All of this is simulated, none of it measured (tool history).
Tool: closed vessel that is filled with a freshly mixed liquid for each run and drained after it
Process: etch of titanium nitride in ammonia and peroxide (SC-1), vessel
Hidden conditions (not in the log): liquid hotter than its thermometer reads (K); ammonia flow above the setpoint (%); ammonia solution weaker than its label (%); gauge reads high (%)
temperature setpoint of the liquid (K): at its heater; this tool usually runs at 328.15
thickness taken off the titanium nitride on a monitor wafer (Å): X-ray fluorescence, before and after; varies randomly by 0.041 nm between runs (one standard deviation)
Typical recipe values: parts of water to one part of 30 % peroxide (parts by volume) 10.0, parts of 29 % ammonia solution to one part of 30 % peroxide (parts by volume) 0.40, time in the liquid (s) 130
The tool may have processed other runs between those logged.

run	hour	temperature setpoint of the liquid (K)	parts of water to one part of 30 % peroxide (parts by volume)	parts of 29 % ammonia solution to one part of 30 % peroxide (parts by volume)	time in the liquid (s)	wafers since the last listed run	hours since the thermometer was replaced	hours since the ammonia flow meter was replaced	hours since the drum of ammonia solution was connected	hours since the gauge calibration	read-back film thickness of the titanium nitride reference wafer, read on the same gauge (nm)	thickness taken off the titanium nitride on a monitor wafer (Å)
1	0.0	328.15	10.0	0.40	130	0	932.8	1002.2	694.6	903.4	129.99	95.2
# hour 78.5: thermometer replaced
2	96.5	328.15	7.0	0.40	130	6295	18.0	1098.7	791.1	999.9	129.97	115.4
3	203.7	328.15	7.0	0.40	130	7067	125.2	1205.9	898.3	1107.1	129.97	114.5
# hour 283.1: new drum of ammonia solution connected
4	294.4	328.15	7.0	0.40	130	5913	215.9	1296.6	11.3	1197.8	129.99	114.2
5	362.9	328.15	10.0	0.40	130	4515	284.4	1365.1	79.8	1266.3	130.01	95.6
6	424.4	328.15	10.0	0.40	130	4054	345.9	1426.6	141.3	1327.8	129.99	95.1
7	463.7	328.15	10.0	0.40	130	2590	385.2	1465.9	180.6	1367.1	129.98	95.3
8	546.3	331.15	10.0	0.40	130	5445	467.8	1548.5	263.2	1449.7	130.01	116.5
9	592.2	331.15	10.0	0.40	130	3026	513.7	1594.4	309.1	1495.6	130.00	116.2
10	645.2	331.15	10.0	0.40	130	3494	566.7	1647.4	362.1	1548.6	129.97	116.8
# hour 660.8: gauge calibrated
11	713.7	328.15	10.0	0.40	130	4515	635.2	1715.9	430.6	52.9	129.98	95.3
# hour 747.5: ammonia flow meter replaced
12	810.0	328.15	13.5	0.35	90	6282	731.5	62.5	526.9	149.2	129.98	54.9
13	884.5	328.15	5.0	0.40	130	4911	806.0	137.0	601.4	223.7	130.04	133.8
14	953.7	328.15	5.0	0.40	130	4562	875.2	206.2	670.6	292.9	130.02	134.0
15	1018.5	337.15	12.0	0.40	130	4272	940.0	271.0	735.4	357.7	129.99	157.3
# hour 1102.8: new drum of ammonia solution connected
16	1119.9	328.15	10.0	0.40	130	6619	1041.4	372.4	17.1	459.1	130.00	94.6
# hour 1162.6: thermometer replaced
17	1192.6	328.15	10.0	0.30	130	4726	30.0	445.1	89.8	531.8	130.02	90.3
18	1280.0	323.15	7.5	0.55	130	5761	117.4	532.5	177.2	619.2	130.01	82.4
19	1339.2	328.15	10.0	0.40	130	3902	176.6	591.7	236.4	678.4	130.00	95.4
20	1378.8	336.15	12.5	0.35	105	2610	216.2	631.3	276.0	718.0	129.99	112.4
21	1664.3	335.15	10.0	0.40	130	18821	501.7	916.8	561.5	1003.5	129.96	150.4
22	1750.0	335.15	10.0	0.40	130	5649	587.4	1002.5	647.2	1089.2	129.99	151.4

Here are 3 independent what-if runs from the current tool condition. What would each one return?
A	1750.7	328.15	10.0	0.40	130	46	588.1	1003.2	647.9	1089.9	?	?
B	1750.7	333.65	13.5	0.40	130	46	588.1	1003.2	647.9	1089.9	?	?
C	1750.7	328.15	10.0	0.40	175	46	588.1	1003.2	647.9	1089.9	?	?

run	read-back film thickness of the titanium nitride reference wafer, read on the same gauge (nm)	thickness taken off the titanium nitride on a monitor wafer (Å)
A	130.02	95.5
B	130.02	117.2
C	130.02	128.6
With no hidden state in the tool, these same runs would have given:
run	thickness taken off the titanium nitride on a monitor wafer (Å)
A	95.5
B	117.2
C	128.6

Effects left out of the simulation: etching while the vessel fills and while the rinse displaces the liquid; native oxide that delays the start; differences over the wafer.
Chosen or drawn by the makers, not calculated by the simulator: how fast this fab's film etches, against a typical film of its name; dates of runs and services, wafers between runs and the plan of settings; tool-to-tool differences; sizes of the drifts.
